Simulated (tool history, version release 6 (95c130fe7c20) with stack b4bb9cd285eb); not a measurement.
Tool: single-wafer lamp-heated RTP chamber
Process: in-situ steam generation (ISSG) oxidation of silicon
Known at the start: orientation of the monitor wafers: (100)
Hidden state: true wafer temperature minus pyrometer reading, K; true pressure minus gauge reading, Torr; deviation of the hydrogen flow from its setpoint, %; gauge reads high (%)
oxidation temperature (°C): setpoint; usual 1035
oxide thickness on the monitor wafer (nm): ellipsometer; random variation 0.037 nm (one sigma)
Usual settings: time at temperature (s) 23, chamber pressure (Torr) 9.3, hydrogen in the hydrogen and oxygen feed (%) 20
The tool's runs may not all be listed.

run,hour,oxidation temperature (°C),time at temperature (s),chamber pressure (Torr),hydrogen in the hydrogen and oxygen feed (%),wafers since the last listed run,wafers since the last pyrometer calibration,hours since the pressure gauge was zeroed,hours since the hydrogen flow controller was replaced,hours since the gauge calibration,"read-back reference wafer on the same gauge, thickness",oxide thickness on the monitor wafer (nm)
1,0.0,1035,23,9.3,20,0,5228,3687.2,3734.8,508.3,7.938,6.662
2,59.7,1035,23,9.3,20,589,5818,3746.9,3794.5,568.0,7.952,6.696
# hour 89.3: pyrometer window cleaned and pyrometer calibrated
3,91.6,1035,23,9.3,20,236,22,3778.8,3826.4,599.9,7.970,6.706
4,157.9,1035,23,9.3,20,654,677,3845.1,3892.7,666.2,7.975,6.703
5,184.8,1035,23,9.3,20,265,943,3872.0,3919.6,693.1,7.986,6.675
6,341.6,1035,23,9.3,20,1548,2492,4028.8,4076.4,849.9,8.035,6.711
7,366.5,1035,23,9.3,20,245,2738,4053.7,4101.3,874.8,8.032,6.771
8,407.4,1049,27,9.3,20,404,3142,4094.6,4142.2,915.7,8.044,7.962
9,449.6,1049,27,9.3,20,416,3559,4136.8,4184.4,957.9,8.056,7.972
10,520.3,1049,27,9.3,20,698,4257,4207.5,4255.1,1028.6,8.076,7.962
11,561.1,1045,23,9.3,20,403,4660,4248.3,4295.9,1069.4,8.074,7.141
# hour 583.7: pyrometer window cleaned and pyrometer calibrated
12,592.8,1045,23,9.3,20,234,89,4280.0,4327.6,1101.1,8.093,7.142
13,626.1,1035,23,9.3,20,328,418,4313.3,4360.9,1134.4,8.107,6.748
14,657.3,1045,23,10.2,17,308,726,4344.5,4392.1,1165.6,8.121,6.878
# hour 673.6: gauge calibrated
# hour 714.1: pressure gauge zeroed
15,714.6,1020,23,8.0,14,487,1213,0.5,4449.4,41.0,7.803,5.636
16,761.8,1035,23,9.3,11,466,1680,47.7,4496.6,88.2,7.834,5.810
17,794.5,1035,23,8.2,25,323,2003,80.4,4529.3,120.9,7.834,7.001
# hour 853.3: hydrogen flow controller replaced
18,853.8,1035,26,10.2,20,506,2509,139.7,0.5,180.2,7.859,6.919
19,915.6,1035,23,8.6,20,610,3120,201.5,62.3,242.0,7.861,6.656
20,972.4,1035,23,9.3,29,561,3681,258.3,119.1,298.8,7.886,7.297
21,1012.7,1051,23,9.3,25,398,4079,298.6,159.4,339.1,7.893,7.542
22,1084.3,1045,17,9.3,20,707,4786,370.2,231.0,410.7,7.914,5.972
# hour 1109.1: pyrometer window cleaned and pyrometer calibrated
23,1137.6,1035,23,10.2,27,447,281,423.5,284.3,464.0,7.904,6.964
24,1183.2,1022,23,10.1,12,450,731,469.1,329.9,509.6,7.936,5.594
25,1215.1,1035,23,9.3,20,315,1047,501.0,361.8,541.5,7.947,6.699
26,1277.4,1035,18,8.4,12,615,1662,563.3,424.1,603.8,7.964,5.281
27,1311.9,1035,23,9.3,20,340,2003,597.8,458.6,638.3,7.969,6.752
28,1379.1,1019,23,9.3,20,663,2667,665.0,525.8,705.5,7.990,6.207
29,1425.0,1044,28,9.3,20,453,3120,710.9,571.7,751.4,7.986,7.821
30,1455.8,1043,23,8.0,14,304,3424,741.7,602.5,782.2,7.988,6.581

What the log doesn't show, run by run:
true wafer temperature minus pyrometer reading, K: 0 in every run
true pressure minus gauge reading, Torr: 0 in every run
deviation of the hydrogen flow from its setpoint, %: 0 in every run
H1: gauge reads high (%)
run,H1
1,1.91
2,2.1
3,2.2
4,2.41
5,2.5
6,3
7,3.08
8,3.21
9,3.35
10,3.58
11,3.71
12,3.81
13,3.92
14,4.02
15,0.331
16,0.482
17,0.587
18,0.777
19,0.976
20,1.16
21,1.29
22,1.52
23,1.69
24,1.83
25,1.94
26,2.14
27,2.25
28,2.46
29,2.61
30,2.71
